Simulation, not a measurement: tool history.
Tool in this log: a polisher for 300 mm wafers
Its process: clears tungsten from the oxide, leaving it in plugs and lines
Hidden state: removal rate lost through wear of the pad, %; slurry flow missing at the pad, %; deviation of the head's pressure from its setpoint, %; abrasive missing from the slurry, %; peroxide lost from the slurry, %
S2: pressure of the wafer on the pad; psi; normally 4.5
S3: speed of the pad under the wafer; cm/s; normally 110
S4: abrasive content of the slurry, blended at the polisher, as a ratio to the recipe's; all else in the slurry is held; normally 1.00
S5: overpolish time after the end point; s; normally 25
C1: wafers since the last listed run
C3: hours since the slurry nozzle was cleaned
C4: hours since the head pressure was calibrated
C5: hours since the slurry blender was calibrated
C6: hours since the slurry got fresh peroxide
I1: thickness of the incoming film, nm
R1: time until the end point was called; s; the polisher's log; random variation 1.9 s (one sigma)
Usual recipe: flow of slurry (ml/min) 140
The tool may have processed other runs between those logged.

{"run": 1, "hour": 0.0, "flow of slurry (ml/min)": 140, "S2": 4.5, "S3": 110, "S4": 1.0, "S5": 25, "C1": 0, "wafers polished on this pad": 432, "C3": 363.8, "C4": 268.3, "C5": 184.0, "C6": 170.2, "I1": 560.2, "R1": 109.5}
{"hour": 8.4, "done": "slurry tank refilled with fresh slurry and peroxide"}
{"run": 2, "hour": 21.9, "flow of slurry (ml/min)": 140, "S2": 4.5, "S3": 110, "S4": 1.0, "S5": 25, "C1": 182, "wafers polished on this pad": 615, "C3": 385.7, "C4": 290.2, "C5": 205.9, "C6": 13.5, "I1": 559.8, "R1": 106.7}
{"run": 3, "hour": 53.5, "flow of slurry (ml/min)": 140, "S2": 4.5, "S3": 110, "S4": 1.0, "S5": 25, "C1": 276, "wafers polished on this pad": 891, "C3": 417.3, "C4": 321.8, "C5": 237.5, "C6": 45.1, "I1": 560.4, "R1": 113.5}
{"hour": 78.4, "done": "worn pad replaced by a new one"}
{"run": 4, "hour": 82.6, "flow of slurry (ml/min)": 140, "S2": 3.9, "S3": 110, "S4": 1.0, "S5": 25, "C1": 219, "wafers polished on this pad": 36, "C3": 446.4, "C4": 350.9, "C5": 266.6, "C6": 74.2, "I1": 560.9, "R1": 130.8}
{"run": 5, "hour": 96.5, "flow of slurry (ml/min)": 140, "S2": 3.9, "S3": 110, "S4": 1.0, "S5": 25, "C1": 121, "wafers polished on this pad": 157, "C3": 460.3, "C4": 364.8, "C5": 280.5, "C6": 88.1, "I1": 560.6, "R1": 127.9}
{"run": 6, "hour": 126.4, "flow of slurry (ml/min)": 140, "S2": 3.9, "S3": 110, "S4": 1.0, "S5": 25, "C1": 261, "wafers polished on this pad": 419, "C3": 490.2, "C4": 394.7, "C5": 310.4, "C6": 118.0, "I1": 548.2, "R1": 129.1}
{"run": 7, "hour": 153.2, "flow of slurry (ml/min)": 140, "S2": 4.5, "S3": 110, "S4": 1.0, "S5": 25, "C1": 234, "wafers polished on this pad": 653, "C3": 517.0, "C4": 421.5, "C5": 337.2, "C6": 144.8, "I1": 560.3, "R1": 111.9}
{"hour": 163.7, "done": "slurry nozzle cleaned"}
{"hour": 164.0, "done": "slurry tank refilled with fresh slurry and peroxide"}
{"run": 8, "hour": 173.0, "flow of slurry (ml/min)": 140, "S2": 4.5, "S3": 110, "S4": 1.0, "S5": 25, "C1": 162, "wafers polished on this pad": 815, "C3": 9.3, "C4": 441.3, "C5": 357.0, "C6": 9.0, "I1": 558.1, "R1": 114.1}
{"hour": 181.8, "done": "head pressure recalibrated"}
{"run": 9, "hour": 186.1, "flow of slurry (ml/min)": 125, "S2": 3.6, "S3": 126, "S4": 1.0, "S5": 21, "C1": 97, "wafers polished on this pad": 912, "C3": 22.4, "C4": 4.3, "C5": 370.1, "C6": 22.1, "I1": 571.1, "R1": 119.9}
{"hour": 197.5, "done": "worn pad replaced by a new one"}
{"run": 10, "hour": 217.0, "flow of slurry (ml/min)": 140, "S2": 4.5, "S3": 110, "S4": 1.2, "S5": 25, "C1": 235, "wafers polished on this pad": 170, "C3": 53.3, "C4": 35.2, "C5": 401.0, "C6": 53.0, "I1": 571.6, "R1": 103.7}
{"run": 11, "hour": 245.0, "flow of slurry (ml/min)": 125, "S2": 4.5, "S3": 110, "S4": 1.0, "S5": 16, "C1": 244, "wafers polished on this pad": 415, "C3": 81.3, "C4": 63.2, "C5": 429.0, "C6": 81.0, "I1": 568.4, "R1": 107.5}
{"run": 12, "hour": 280.6, "flow of slurry (ml/min)": 175, "S2": 3.7, "S3": 110, "S4": 0.85, "S5": 25, "C1": 311, "wafers polished on this pad": 726, "C3": 116.9, "C4": 98.8, "C5": 464.6, "C6": 116.6, "I1": 551.6, "R1": 125.5}
{"run": 13, "hour": 300.2, "flow of slurry (ml/min)": 140, "S2": 4.5, "S3": 110, "S4": 1.0, "S5": 25, "C1": 171, "wafers polished on this pad": 897, "C3": 136.5, "C4": 118.4, "C5": 484.2, "C6": 136.2, "I1": 547.7, "R1": 103.4}
{"hour": 314.2, "done": "slurry blender recalibrated"}
{"run": 14, "hour": 319.9, "flow of slurry (ml/min)": 140, "S2": 4.5, "S3": 110, "S4": 1.2, "S5": 25, "C1": 154, "wafers polished on this pad": 1052, "C3": 156.2, "C4": 138.1, "C5": 5.7, "C6": 155.9, "I1": 553.4, "R1": 102.4}
{"hour": 321.9, "done": "slurry tank refilled with fresh slurry and peroxide"}
{"hour": 327.2, "done": "worn pad replaced by a new one"}
{"run": 15, "hour": 349.3, "flow of slurry (ml/min)": 100, "S2": 5.1, "S3": 110, "S4": 1.0, "S5": 25, "C1": 213, "wafers polished on this pad": 193, "C3": 185.6, "C4": 167.5, "C5": 35.1, "C6": 27.4, "I1": 559.3, "R1": 103.0}
{"run": 16, "hour": 381.8, "flow of slurry (ml/min)": 140, "S2": 4.5, "S3": 110, "S4": 0.8, "S5": 25, "C1": 284, "wafers polished on this pad": 477, "C3": 218.1, "C4": 200.0, "C5": 67.6, "C6": 59.9, "I1": 557.8, "R1": 109.1}
{"run": 17, "hour": 397.9, "flow of slurry (ml/min)": 125, "S2": 4.5, "S3": 124, "S4": 1.1, "S5": 30, "C1": 140, "wafers polished on this pad": 618, "C3": 234.2, "C4": 216.1, "C5": 83.7, "C6": 76.0, "I1": 555.7, "R1": 97.9}

3 options for the next run, each taken on its own from the tool as it stands now. Forecast them:
{"run": "A", "hour": 398.4, "flow of slurry (ml/min)": 140, "S2": 4.5, "S3": 110, "S4": 1.0, "S5": 25, "C1": 4, "wafers polished on this pad": 622, "C3": 234.7, "C4": 216.6, "C5": 84.2, "C6": 76.5, "I1": 566.2, "R1": "?"}
{"run": "B", "hour": 398.4, "flow of slurry (ml/min)": 185, "S2": 4.5, "S3": 92, "S4": 1.0, "S5": 21, "C1": 4, "wafers polished on this pad": 622, "C3": 234.7, "C4": 216.6, "C5": 84.2, "C6": 76.5, "I1": 566.2, "R1": "?"}
{"run": "C", "hour": 398.4, "flow of slurry (ml/min)": 140, "S2": 5.6, "S3": 110, "S4": 1.0, "S5": 25, "C1": 4, "wafers polished on this pad": 622, "C3": 234.7, "C4": 216.6, "C5": 84.2, "C6": 76.5, "I1": 566.2, "R1": "?"}

run=A R1=109.9
run=B R1=125.0
run=C R1=89.1
Without the tool's hidden state the same runs would have given:
run=A R1=105.6
run=B R1=120.2
run=C R1=85.7
